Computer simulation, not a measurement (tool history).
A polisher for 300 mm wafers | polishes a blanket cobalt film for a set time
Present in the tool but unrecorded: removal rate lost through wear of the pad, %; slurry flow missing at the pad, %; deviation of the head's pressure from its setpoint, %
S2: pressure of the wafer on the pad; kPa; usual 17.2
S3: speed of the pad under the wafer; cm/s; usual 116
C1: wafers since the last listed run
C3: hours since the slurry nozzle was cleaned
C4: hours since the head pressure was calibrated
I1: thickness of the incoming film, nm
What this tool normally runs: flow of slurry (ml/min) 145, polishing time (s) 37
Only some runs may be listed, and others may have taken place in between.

run 1 hour=0 | flow_of_slurry_(ml/min)=145 S2=17.2 S3=116 polishing_time_(s)=37 | C1=0 wafers_polished_on_this_pad=1429 C3=362.3 C4=262.5 | I1=778.2 | film_removed_(nm)=275
run 2 hour=60.5 | flow_of_slurry_(ml/min)=145 S2=17.2 S3=116 polishing_time_(s)=37 | C1=764 wafers_polished_on_this_pad=2194 C3=422.8 C4=323 | I1=781.2 | film_removed_(nm)=279.7
run 3 hour=102.7 | flow_of_slurry_(ml/min)=145 S2=17.2 S3=116 polishing_time_(s)=37 | C1=533 wafers_polished_on_this_pad=2727 C3=465 C4=365.2 | I1=767.8 | film_removed_(nm)=274.1
run 4 hour=139.3 | flow_of_slurry_(ml/min)=135 S2=17.2 S3=116 polishing_time_(s)=37 | C1=462 wafers_polished_on_this_pad=3189 C3=501.6 C4=401.8 | I1=779.7 | film_removed_(nm)=272.3
-- hour=163.9 slurry nozzle cleaned
-- hour=224.3 head pressure recalibrated
run 5 hour=235.5 | flow_of_slurry_(ml/min)=135 S2=17.2 S3=116 polishing_time_(s)=37 | C1=1177 wafers_polished_on_this_pad=4367 C3=71.6 C4=11.2 | I1=776.6 | film_removed_(nm)=268
run 6 hour=276.2 | flow_of_slurry_(ml/min)=145 S2=17.2 S3=116 polishing_time_(s)=37 | C1=514 wafers_polished_on_this_pad=4882 C3=112.3 C4=51.9 | I1=788.3 | film_removed_(nm)=275
run 7 hour=360.1 | flow_of_slurry_(ml/min)=145 S2=17.2 S3=116 polishing_time_(s)=37 | C1=1060 wafers_polished_on_this_pad=5942 C3=196.2 C4=135.8 | I1=788.5 | film_removed_(nm)=264.7
run 8 hour=461.2 | flow_of_slurry_(ml/min)=130 S2=17.2 S3=116 polishing_time_(s)=37 | C1=1277 wafers_polished_on_this_pad=7219 C3=297.3 C4=236.9 | I1=782.1 | film_removed_(nm)=246.1
-- hour=492.7 worn pad replaced by a new one
run 9 hour=503.8 | flow_of_slurry_(ml/min)=145 S2=17.2 S3=116 polishing_time_(s)=37 | C1=487 wafers_polished_on_this_pad=140 C3=339.9 C4=279.5 | I1=784 | film_removed_(nm)=274.1
run 10 hour=576.7 | flow_of_slurry_(ml/min)=145 S2=17.2 S3=116 polishing_time_(s)=32 | C1=921 wafers_polished_on_this_pad=1061 C3=412.8 C4=352.4 | I1=780 | film_removed_(nm)=238.7
run 11 hour=615.9 | flow_of_slurry_(ml/min)=145 S2=17.2 S3=116 polishing_time_(s)=32 | C1=495 wafers_polished_on_this_pad=1556 C3=452 C4=391.6 | I1=771 | film_removed_(nm)=233.3
run 12 hour=677.5 | flow_of_slurry_(ml/min)=145 S2=17.2 S3=116 polishing_time_(s)=32 | C1=778 wafers_polished_on_this_pad=2335 C3=513.6 C4=453.2 | I1=777.4 | film_removed_(nm)=235.2
-- hour=760.5 slurry nozzle cleaned
run 13 hour=774.8 | flow_of_slurry_(ml/min)=145 S2=13.1 S3=116 polishing_time_(s)=37 | C1=1216 wafers_polished_on_this_pad=3552 C3=14.3 C4=550.5 | I1=781.9 | film_removed_(nm)=222.8
-- hour=857.4 head pressure recalibrated
run 14 hour=891.7 | flow_of_slurry_(ml/min)=145 S2=17.2 S3=116 polishing_time_(s)=37 | C1=1452 wafers_polished_on_this_pad=5004 C3=131.2 C4=34.3 | I1=782.5 | film_removed_(nm)=264.4
run 15 hour=949.6 | flow_of_slurry_(ml/min)=145 S2=17.2 S3=116 polishing_time_(s)=37 | C1=731 wafers_polished_on_this_pad=5735 C3=189.1 C4=92.2 | I1=792.7 | film_removed_(nm)=260.4
run 16 hour=1029 | flow_of_slurry_(ml/min)=145 S2=17.2 S3=116 polishing_time_(s)=37 | C1=1003 wafers_polished_on_this_pad=6739 C3=268.5 C4=171.6 | I1=781.5 | film_removed_(nm)=254
-- hour=1074.8 worn pad replaced by a new one
run 17 hour=1114 | flow_of_slurry_(ml/min)=145 S2=17.2 S3=116 polishing_time_(s)=37 | C1=1023 wafers_polished_on_this_pad=495 C3=353.5 C4=256.6 | I1=787.3 | film_removed_(nm)=272.1
run 18 hour=1196.7 | flow_of_slurry_(ml/min)=145 S2=17.2 S3=116 polishing_time_(s)=37 | C1=1045 wafers_polished_on_this_pad=1540 C3=436.2 C4=339.3 | I1=773.2 | film_removed_(nm)=274.4
run 19 hour=1302.3 | flow_of_slurry_(ml/min)=105 S2=17.2 S3=90 polishing_time_(s)=37 | C1=1334 wafers_polished_on_this_pad=2874 C3=541.8 C4=444.9 | I1=790.2 | film_removed_(nm)=204.5
-- hour=1346.2 slurry nozzle cleaned
run 20 hour=1355.2 | flow_of_slurry_(ml/min)=125 S2=17.2 S3=116 polishing_time_(s)=49 | C1=655 wafers_polished_on_this_pad=3530 C3=9 C4=497.8 | I1=769.4 | film_removed_(nm)=367.7
-- hour=1391.6 head pressure recalibrated
run 21 hour=1447.9 | flow_of_slurry_(ml/min)=175 S2=13.8 S3=116 polishing_time_(s)=47 | C1=1146 wafers_polished_on_this_pad=4677 C3=101.7 C4=56.3 | I1=776 | film_removed_(nm)=288.1
run 22 hour=1532.2 | flow_of_slurry_(ml/min)=120 S2=11.7 S3=116 polishing_time_(s)=37 | C1=1065 wafers_polished_on_this_pad=5742 C3=186 C4=140.6 | I1=763.4 | film_removed_(nm)=189.9
-- hour=1571.7 worn pad replaced by a new one
run 23 hour=1588.4 | flow_of_slurry_(ml/min)=145 S2=17.2 S3=116 polishing_time_(s)=37 | C1=659 wafers_polished_on_this_pad=210 C3=242.2 C4=196.8 | I1=782.8 | film_removed_(nm)=277.3
run 24 hour=1644 | flow_of_slurry_(ml/min)=115 S2=17.2 S3=138 polishing_time_(s)=37 | C1=702 wafers_polished_on_this_pad=913 C3=297.8 C4=252.4 | I1=780.2 | film_removed_(nm)=320
run 25 hour=1748.8 | flow_of_slurry_(ml/min)=115 S2=17.2 S3=138 polishing_time_(s)=37 | C1=1324 wafers_polished_on_this_pad=2237 C3=402.6 C4=357.2 | I1=777.9 | film_removed_(nm)=312.9
run 26 hour=1951.4 | flow_of_slurry_(ml/min)=145 S2=17.2 S3=150 polishing_time_(s)=37 | C1=2560 wafers_polished_on_this_pad=4798 C3=605.2 C4=559.8 | I1=779.7 | film_removed_(nm)=345.2
-- hour=1975.2 head pressure recalibrated
-- hour=1983 slurry nozzle cleaned
run 27 hour=2006.5 | flow_of_slurry_(ml/min)=100 S2=20.7 S3=100 polishing_time_(s)=41 | C1=658 wafers_polished_on_this_pad=5456 C3=23.5 C4=31.3 | I1=786.7 | film_removed_(nm)=285.9
run 28 hour=2063.5 | flow_of_slurry_(ml/min)=145 S2=20.7 S3=116 polishing_time_(s)=37 | C1=720 wafers_polished_on_this_pad=6176 C3=80.5 C4=88.3 | I1=775.1 | film_removed_(nm)=307.3
-- hour=2147.4 worn pad replaced by a new one
run 29 hour=2150.9 | flow_of_slurry_(ml/min)=145 S2=17.2 S3=148 polishing_time_(s)=27 | C1=1053 wafers_polished_on_this_pad=44 C3=167.9 C4=175.7 | I1=770.1 | film_removed_(nm)=258.4
run 30 hour=2187.1 | flow_of_slurry_(ml/min)=190 S2=13.8 S3=116 polishing_time_(s)=29 | C1=457 wafers_polished_on_this_pad=501 C3=204.1 C4=211.9 | I1=783.1 | film_removed_(nm)=189.7
run 31 hour=2285.4 | flow_of_slurry_(ml/min)=145 S2=17.2 S3=116 polishing_time_(s)=37 | C1=1242 wafers_polished_on_this_pad=1743 C3=302.4 C4=310.2 | I1=782.1 | film_removed_(nm)=272.3
run 32 hour=2368.9 | flow_of_slurry_(ml/min)=145 S2=17.2 S3=116 polishing_time_(s)=37 | C1=1055 wafers_polished_on_this_pad=2799 C3=385.9 C4=393.7 | I1=779.5 | film_removed_(nm)=269.5
-- hour=2530.9 head pressure recalibrated
-- hour=2552.4 slurry nozzle cleaned
run 33 hour=2673 | flow_of_slurry_(ml/min)=145 S2=17.2 S3=116 polishing_time_(s)=37 | C1=3805 wafers_polished_on_this_pad=6604 C3=120.6 C4=142.1 | I1=794 | film_removed_(nm)=256.5
-- hour=2756.2 worn pad replaced by a new one
run 34 hour=2756.7 | flow_of_slurry_(ml/min)=145 S2=17.2 S3=140 polishing_time_(s)=41 | C1=1007 wafers_polished_on_this_pad=6 C3=204.3 C4=225.8 | I1=770.1 | film_removed_(nm)=371
run 35 hour=2838.1 | flow_of_slurry_(ml/min)=145 S2=13.1 S3=116 polishing_time_(s)=41 | C1=1028 wafers_polished_on_this_pad=1034 C3=285.7 C4=307.2 | I1=782.5 | film_removed_(nm)=248.2

Alternative continuations, all from the tool just after run 35; predict every row:
run A hour=2838.5 | flow_of_slurry_(ml/min)=145 S2=17.2 S3=116 polishing_time_(s)=48 | C1=5 wafers_polished_on_this_pad=1039 C3=286.1 C4=307.6 | I1=779.9 | film_removed_(nm)=?
run B hour=2838.5 | flow_of_slurry_(ml/min)=175 S2=20 S3=90 polishing_time_(s)=43 | C1=5 wafers_polished_on_this_pad=1039 C3=286.1 C4=307.6 | I1=779.9 | film_removed_(nm)=?
run C hour=2838.5 | flow_of_slurry_(ml/min)=145 S2=22.8 S3=88 polishing_time_(s)=37 | C1=5 wafers_polished_on_this_pad=1039 C3=286.1 C4=307.6 | I1=779.9 | film_removed_(nm)=?
run D hour=2838.5 | flow_of_slurry_(ml/min)=145 S2=12.4 S3=116 polishing_time_(s)=37 | C1=5 wafers_polished_on_this_pad=1039 C3=286.1 C4=307.6 | I1=779.9 | film_removed_(nm)=?

run=A film_removed_(nm)=360.3
run=B film_removed_(nm)=290.8
run=C film_removed_(nm)=267.1
run=D film_removed_(nm)=212.7
With no hidden state in the tool, these same runs would have given:
run=A film_removed_(nm)=377.2
run=B film_removed_(nm)=303.2
run=C film_removed_(nm)=279.6
run=D film_removed_(nm)=222.6
